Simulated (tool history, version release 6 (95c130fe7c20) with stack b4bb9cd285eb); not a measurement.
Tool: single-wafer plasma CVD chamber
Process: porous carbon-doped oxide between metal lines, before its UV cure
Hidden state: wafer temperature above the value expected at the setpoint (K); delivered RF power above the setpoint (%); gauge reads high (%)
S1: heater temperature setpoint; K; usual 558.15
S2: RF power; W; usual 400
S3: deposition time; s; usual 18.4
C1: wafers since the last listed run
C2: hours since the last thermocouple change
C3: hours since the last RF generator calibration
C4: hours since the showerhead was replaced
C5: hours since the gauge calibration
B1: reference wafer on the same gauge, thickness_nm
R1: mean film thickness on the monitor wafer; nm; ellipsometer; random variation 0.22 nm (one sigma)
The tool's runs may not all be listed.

| run | hour | S1 | S2 | S3 | C1 | C2 | C3 | C4 | C5 | B1 | R1 |
|---|---|---|---|---|---|---|---|---|---|---|---|
| 1 | 0 | 566.15 | 400 | 18.4 | 0 | 1984.7 | 619.1 | 2917.6 | 592.4 | 98.776 | 82.567 |
| 2 | 15.1 | 566.15 | 400 | 18.4 | 324 | 1999.8 | 634.2 | 2932.7 | 607.5 | 98.897 | 82.439 |
| 3 | 30.3 | 558.15 | 400 | 18.4 | 327 | 2015 | 649.4 | 2947.9 | 622.7 | 98.947 | 86.083 |
| 4 | 43.8 | 558.15 | 400 | 18.4 | 290 | 2028.5 | 662.9 | 2961.4 | 636.2 | 98.888 | 86.042 |
| 5 | 67.1 | 558.15 | 400 | 18.4 | 501 | 2051.8 | 686.2 | 2984.7 | 659.5 | 99.019 | 85.908 |
| 6 | 98.3 | 558.15 | 400 | 18.4 | 671 | 2083 | 717.4 | 3015.9 | 690.7 | 98.802 | 86.112 |
| 7 | 118 | 558.15 | 400 | 18.4 | 423 | 2102.7 | 737.1 | 3035.6 | 710.4 | 98.888 | 85.804 |
| 8 | 136 | 558.15 | 400 | 18.4 | 387 | 2120.7 | 755.1 | 3053.6 | 728.4 | 98.919 | 86.319 |
| 9 | 150.5 | 558.15 | 400 | 18.4 | 311 | 2135.2 | 769.6 | 3068.1 | 742.9 | 98.94 | 85.866 |
| 10 | 175.6 | 565.15 | 400 | 18.4 | 540 | 2160.3 | 794.7 | 3093.2 | 768 | 98.899 | 83.249 |
| 11 | 193.8 | 558.15 | 400 | 16.7 | 391 | 2178.5 | 812.9 | 3111.4 | 786.2 | 98.922 | 78.364 |
| 12 | 213.2 | 558.15 | 400 | 16.7 | 417 | 2197.9 | 832.3 | 3130.8 | 805.6 | 98.893 | 78.152 |
|  | 225.1 | thermocouple changed; heater temperature recalibrated |
| 13 | 239.1 | 558.15 | 400 | 17 | 385 | 14 | 858.2 | 3156.7 | 831.5 | 98.877 | 79.658 |
| 14 | 270.5 | 558.15 | 400 | 17 | 675 | 45.4 | 889.6 | 3188.1 | 862.9 | 98.942 | 79.514 |
| 15 | 298.9 | 558.15 | 400 | 18.4 | 611 | 73.8 | 918 | 3216.5 | 891.3 | 98.928 | 86.109 |
| 16 | 311 | 558.15 | 345 | 18.4 | 260 | 85.9 | 930.1 | 3228.6 | 903.4 | 98.881 | 76.067 |
| 17 | 341.2 | 558.15 | 400 | 18.4 | 649 | 116.1 | 960.3 | 3258.8 | 933.6 | 98.79 | 85.705 |
| 18 | 367.2 | 550.15 | 400 | 18.4 | 559 | 142.1 | 986.3 | 3284.8 | 959.6 | 98.929 | 89.687 |
| 19 | 379.8 | 558.15 | 400 | 18.4 | 271 | 154.7 | 998.9 | 3297.4 | 972.2 | 98.938 | 86.231 |
| 20 | 408.4 | 544.15 | 375 | 15.9 | 615 | 183.3 | 1027.5 | 3326 | 1000.8 | 98.938 | 76.53 |
|  | 431.4 | showerhead replaced |
| 21 | 431.9 | 551.15 | 365 | 15.1 | 333 | 206.8 | 1051 | 0.5 | 1024.3 | 98.878 | 68.979 |
|  | 450.1 | RF generator calibrated |
| 22 | 456.1 | 564.15 | 330 | 18.4 | 348 | 231 | 6 | 24.7 | 1048.5 | 98.911 | 71.117 |
|  | 483.8 | gauge calibrated |
| 23 | 487.1 | 553.15 | 450 | 19.8 | 666 | 262 | 37 | 55.7 | 3.3 | 98.958 | 104.409 |
| 24 | 499.5 | 551.15 | 445 | 22 | 266 | 274.4 | 49.4 | 68.1 | 15.7 | 98.915 | 115.423 |
| 25 | 522.7 | 550.15 | 455 | 20.5 | 499 | 297.6 | 72.6 | 91.3 | 38.9 | 98.825 | 110.572 |
| 26 | 541.7 | 558.15 | 400 | 16.1 | 408 | 316.6 | 91.6 | 110.3 | 57.9 | 98.877 | 75.501 |
| 27 | 576 | 545.15 | 400 | 16 | 737 | 350.9 | 125.9 | 144.6 | 92.2 | 98.841 | 80.842 |
| 28 | 609.2 | 558.15 | 360 | 18.4 | 714 | 384.1 | 159.1 | 177.8 | 125.4 | 98.982 | 78.896 |
| 29 | 622.6 | 558.15 | 365 | 18.4 | 288 | 397.5 | 172.5 | 191.2 | 138.8 | 98.958 | 79.658 |
| 30 | 657 | 558.15 | 400 | 18.4 | 740 | 431.9 | 206.9 | 225.6 | 173.2 | 98.949 | 85.837 |
| 31 | 677.2 | 558.15 | 400 | 18.4 | 434 | 452.1 | 227.1 | 245.8 | 193.4 | 99.005 | 86.402 |
| 32 | 696.6 | 558.15 | 400 | 16.7 | 417 | 471.5 | 246.5 | 265.2 | 212.8 | 98.931 | 78.604 |
| 33 | 714 | 558.15 | 400 | 16 | 374 | 488.9 | 263.9 | 282.6 | 230.2 | 98.898 | 75.368 |
| 34 | 747.3 | 558.15 | 400 | 18.4 | 716 | 522.2 | 297.2 | 315.9 | 263.5 | 98.871 | 86.017 |

4 ways to go on from here, each from the tool as it stands after run 34. What would each give?
| A | 747.7 | 558.15 | 400 | 18.4 | 8 | 522.6 | 297.6 | 316.3 | 263.9 | ? | ? |
| B | 747.7 | 568.15 | 375 | 18.4 | 8 | 522.6 | 297.6 | 316.3 | 263.9 | ? | ? |
| C | 747.7 | 564.15 | 455 | 16.6 | 8 | 522.6 | 297.6 | 316.3 | 263.9 | ? | ? |
| D | 747.7 | 572.15 | 400 | 18.4 | 8 | 522.6 | 297.6 | 316.3 | 263.9 | ? | ? |

| run | B1 | R1 |
|---|---|---|
| A | 98.919 | 86.186 |
| B | 98.919 | 77.533 |
| C | 98.919 | 83.714 |
| D | 98.919 | 80.049 |
Without the tool's hidden state the same runs would have given:
| run | R1 |
|---|---|
| A | 86.186 |
| B | 77.533 |
| C | 83.714 |
| D | 80.049 |

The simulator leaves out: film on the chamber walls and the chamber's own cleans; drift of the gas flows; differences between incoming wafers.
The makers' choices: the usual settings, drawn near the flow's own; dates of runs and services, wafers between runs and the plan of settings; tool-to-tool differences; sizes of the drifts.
